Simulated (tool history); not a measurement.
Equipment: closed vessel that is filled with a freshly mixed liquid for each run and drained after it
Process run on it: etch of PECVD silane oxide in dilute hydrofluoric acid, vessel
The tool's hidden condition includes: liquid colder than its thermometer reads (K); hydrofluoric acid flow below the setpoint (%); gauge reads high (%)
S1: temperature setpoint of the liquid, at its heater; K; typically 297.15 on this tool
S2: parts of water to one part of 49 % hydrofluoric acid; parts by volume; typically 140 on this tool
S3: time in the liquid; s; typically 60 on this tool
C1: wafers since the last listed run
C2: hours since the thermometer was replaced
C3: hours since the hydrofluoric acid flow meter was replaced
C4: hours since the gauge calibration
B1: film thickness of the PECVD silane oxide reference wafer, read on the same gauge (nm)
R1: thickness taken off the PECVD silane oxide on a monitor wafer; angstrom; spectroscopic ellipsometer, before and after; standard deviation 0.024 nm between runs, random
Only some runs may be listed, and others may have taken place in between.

| run | hour | S1 | S2 | S3 | C1 | C2 | C3 | C4 | B1 | R1 |
|---|---|---|---|---|---|---|---|---|---|---|
| 1 | 0.0 | 297.15 | 140 | 60 | 0 | 2080.0 | 836.6 | 376.0 | 110.01 | 54.8 |
| 2 | 199.7 | 297.15 | 140 | 60 | 14959 | 2279.7 | 1036.3 | 575.7 | 109.98 | 54.3 |
| 3 | 277.2 | 300.65 | 140 | 45 | 5805 | 2357.2 | 1113.8 | 653.2 | 110.02 | 46.5 |
| 4 | 346.3 | 300.65 | 140 | 45 | 5176 | 2426.3 | 1182.9 | 722.3 | 109.99 | 46.1 |
| 5 | 452.3 | 300.65 | 140 | 45 | 7940 | 2532.3 | 1288.9 | 828.3 | 109.99 | 46.0 |
| 6 | 519.7 | 297.15 | 140 | 60 | 5048 | 2599.7 | 1356.3 | 895.7 | 109.95 | 54.1 |
| 7 | 573.0 | 297.15 | 140 | 60 | 3992 | 2653.0 | 1409.6 | 949.0 | 109.94 | 53.4 |
| 8 | 619.6 | 299.65 | 140 | 35 | 3490 | 2699.6 | 1456.2 | 995.6 | 110.01 | 34.3 |
| 9 | 718.9 | 297.15 | 175 | 80 | 7438 | 2798.9 | 1555.5 | 1094.9 | 110.00 | 54.5 |
| 10 | 796.8 | 297.15 | 175 | 80 | 5835 | 2876.8 | 1633.4 | 1172.8 | 110.00 | 54.4 |
|  | 808.6 | gauge calibrated |
| 11 | 855.5 | 298.65 | 185 | 90 | 4397 | 2935.5 | 1692.1 | 46.9 | 109.98 | 60.2 |
|  | 922.7 | thermometer replaced |
|  | 925.8 | hydrofluoric acid flow meter replaced |
| 12 | 933.3 | 297.15 | 140 | 60 | 5678 | 10.6 | 7.5 | 124.7 | 109.95 | 55.9 |
| 13 | 970.4 | 298.65 | 160 | 45 | 2779 | 47.7 | 44.6 | 161.8 | 110.05 | 38.1 |
| 14 | 1072.3 | 297.15 | 95 | 60 | 7633 | 149.6 | 146.5 | 263.7 | 110.02 | 87.0 |
| 15 | 1142.2 | 297.15 | 140 | 60 | 5236 | 219.5 | 216.4 | 333.6 | 109.97 | 55.7 |
| 16 | 1204.0 | 297.15 | 170 | 70 | 4629 | 281.3 | 278.2 | 395.4 | 110.04 | 51.6 |
| 17 | 1263.0 | 301.65 | 140 | 80 | 4419 | 340.3 | 337.2 | 454.4 | 110.00 | 86.7 |
| 18 | 1316.5 | 297.15 | 140 | 60 | 4007 | 393.8 | 390.7 | 507.9 | 109.99 | 55.8 |
| 19 | 1407.2 | 297.15 | 175 | 80 | 6794 | 484.5 | 481.4 | 598.6 | 110.00 | 56.0 |
| 20 | 1507.9 | 297.15 | 175 | 60 | 7543 | 585.2 | 582.1 | 699.3 | 110.00 | 42.2 |
| 21 | 1599.2 | 297.15 | 90 | 30 | 6839 | 676.5 | 673.4 | 790.6 | 110.04 | 45.5 |

Some steps in R1 between neighbouring runs. How much of each would the tool show without its hidden state too (settings, what came in, random variation), and how much is left for the hidden state, with any gauge scatter that isn't in both results?
Run 8 -> 9: S1 299.65 -> 297.15, S2 140 -> 175, S3 35 -> 80. R1 +20.2 angstrom: hidden state -1.5, all else +21.7.
Run 11 -> 12: S1 298.65 -> 297.15, S2 185 -> 140, S3 90 -> 60, thermometer replaced, hydrofluoric acid flow meter replaced. R1 -4.3 angstrom: hidden state +4.0, all else -8.3.
Run 13 -> 14: S1 298.65 -> 297.15, S2 160 -> 95, S3 45 -> 60. R1 +48.9 angstrom: hidden state -0.6, all else +49.5.
Run 16 -> 17: S1 297.15 -> 301.65, S2 170 -> 140, S3 70 -> 80. R1 +35.1 angstrom: hidden state -0.8, all else +35.9.

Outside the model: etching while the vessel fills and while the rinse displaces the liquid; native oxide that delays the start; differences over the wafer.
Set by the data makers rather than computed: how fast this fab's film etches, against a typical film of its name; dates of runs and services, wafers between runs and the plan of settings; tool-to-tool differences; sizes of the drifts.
